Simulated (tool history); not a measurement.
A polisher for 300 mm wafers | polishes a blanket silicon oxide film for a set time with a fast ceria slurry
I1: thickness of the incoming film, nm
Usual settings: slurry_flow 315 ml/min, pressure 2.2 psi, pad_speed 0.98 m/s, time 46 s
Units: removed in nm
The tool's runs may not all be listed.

Run 1, hour 0: usual settings but pressure 1.8 psi; I1 1597.5. Result: removed 394.2 nm.
At hour 22: worn pad replaced by a new one.
Run 2, hour 28.1: usual settings but pressure 1.8 psi; I1 1608.6. Result: removed 388.7 nm.
Run 3, hour 58.3: usual settings but pressure 1.8 psi; I1 1609.5. Result: removed 396.4 nm.
At hour 62.5: slurry nozzle cleaned.
Run 4, hour 79.9: usual settings but pad_speed 1.16 m/s; I1 1580. Result: removed 605.2 nm.
Run 5, hour 96.4: usual settings but pad_speed 0.7 m/s, time 40 s; I1 1574.3. Result: removed 315.2 nm.
Run 6, hour 113.3: usual settings but pad_speed 0.7 m/s, time 40 s; I1 1589.7. Result: removed 311.8 nm.
Run 7, hour 126.1: usual settings but pad_speed 0.7 m/s, time 40 s; I1 1602.3. Result: removed 318.1 nm.
Run 8, hour 151.6: usual settings; I1 1588. Result: removed 502.7 nm.
Run 9, hour 184.4: usual settings; I1 1572.5. Result: removed 505.9 nm.
At hour 200.4: worn pad replaced by a new one.
Run 10, hour 200.9: usual settings; I1 1595.5. Result: removed 511 nm.
Run 11, hour 225.2: usual settings; I1 1597.8. Result: removed 504.1 nm.
Run 12, hour 237.7: usual settings; I1 1586.7. Result: removed 503.8 nm.
Run 13, hour 271: usual settings; I1 1620.1. Result: removed 506.6 nm.
Run 14, hour 290.5: usual settings but time 40 s; I1 1609.4. Result: removed 433.6 nm.
Run 15, hour 319.5: usual settings but time 40 s; I1 1590.7. Result: removed 437.2 nm.
Run 16, hour 352.1: usual settings but time 40 s; I1 1606.6. Result: removed 438.4 nm.
At hour 371: worn pad replaced by a new one.
Run 17, hour 381.6: usual settings but slurry_flow 360 ml/min; I1 1615.3. Result: removed 504.4 nm.
Run 18, hour 431.6: usual settings but slurry_flow 290 ml/min; I1 1590.1. Result: removed 487 nm.
Run 19, hour 446: usual settings but slurry_flow 225 ml/min, pressure 1.6 psi, pad_speed 0.74 m/s, time 56 s; I1 1576.1. Result: removed 315 nm.
Run 20, hour 465.5: usual settings but pressure 1.6 psi, pad_speed 1.16 m/s; I1 1602.5. Result: removed 426.7 nm.
Run 21, hour 481: usual settings but slurry_flow 390 ml/min, pressure 2.7 psi, pad_speed 0.66 m/s, time 41 s; I1 1572.5. Result: removed 372.3 nm.
Run 22, hour 512.2: usual settings; I1 1613.2. Result: removed 496.5 nm.
At hour 521.3: head pressure recalibrated.
Run 23, hour 530: usual settings but slurry_flow 230 ml/min, pad_speed 1.24 m/s; I1 1567.1. Result: removed 586.5 nm.
Run 24, hour 557.1: usual settings but pad_speed 0.84 m/s, time 37 s; I1 1595.7. Result: removed 333.8 nm.
At hour 568: worn pad replaced by a new one.
Run 25, hour 579: usual settings but pressure 1.9 psi, pad_speed 1.2 m/s, time 40 s; I1 1563.9. Result: removed 440.1 nm.
Run 26, hour 608.1: usual settings but pad_speed 0.76 m/s, time 40 s; I1 1569.7. Result: removed 328.6 nm.
Run 27, hour 643.3: usual settings but slurry_flow 230 ml/min, pressure 1.8 psi, pad_speed 1.14 m/s, time 57 s; I1 1603.1. Result: removed 535.6 nm.
Run 28, hour 660.3: usual settings; I1 1586.7. Result: removed 484.8 nm.
At hour 666.9: slurry nozzle cleaned.
Run 29, hour 694.5: usual settings; I1 1611.4. Result: removed 508.2 nm.
Run 30, hour 714: usual settings; I1 1585.9. Result: removed 507.3 nm.
Run 31, hour 733.4: usual settings but pressure 2.7 psi, time 50 s; I1 1575.3. Result: removed 681.3 nm.
At hour 753.6: worn pad replaced by a new one.
Run 32, hour 758: usual settings but slurry_flow 375 ml/min, pressure 1.9 psi, pad_speed 0.88 m/s, time 55 s; I1 1611.2. Result: removed 480 nm.
Run 33, hour 784: usual settings but pressure 1.8 psi, time 51 s; I1 1608.5. Result: removed 460.2 nm.
Run 34, hour 804.3: usual settings but slurry_flow 285 ml/min, pressure 1.6 psi, pad_speed 0.64 m/s, time 51 s; I1 1571.7. Result: removed 262.6 nm.
Run 35, hour 831.7: usual settings; I1 1579.1. Result: removed 500.4 nm.
Run 36, hour 846.5: usual settings but pressure 1.4 psi; I1 1592.3. Result: removed 323.6 nm.
Run 37, hour 880.6: usual settings; I1 1595.9. Result: removed 499.9 nm.

4 ways to go on from here, each from the tool as it stands after run 37. What would each give?
Run A, hour 881: usual settings but time 30 s; I1 1576.6. Result: removed ?.
Run B, hour 881: usual settings but slurry_flow 365 ml/min, pressure 2.6 psi, pad_speed 1.1 m/s; I1 1576.6. Result: removed ?.
Run C, hour 881: usual settings but slurry_flow 250 ml/min, time 56 s; I1 1576.6. Result: removed ?.
Run D, hour 881: usual settings but slurry_flow 215 ml/min, pressure 1.7 psi; I1 1576.6. Result: removed ?.

run  removed
  A    325.6
  B    672.1
  C    590.6
  D    366.1
Without the tool's hidden state the same runs would have given:
run  removed
  A    330.1
  B    680.1
  C    601.1
  D    373.8
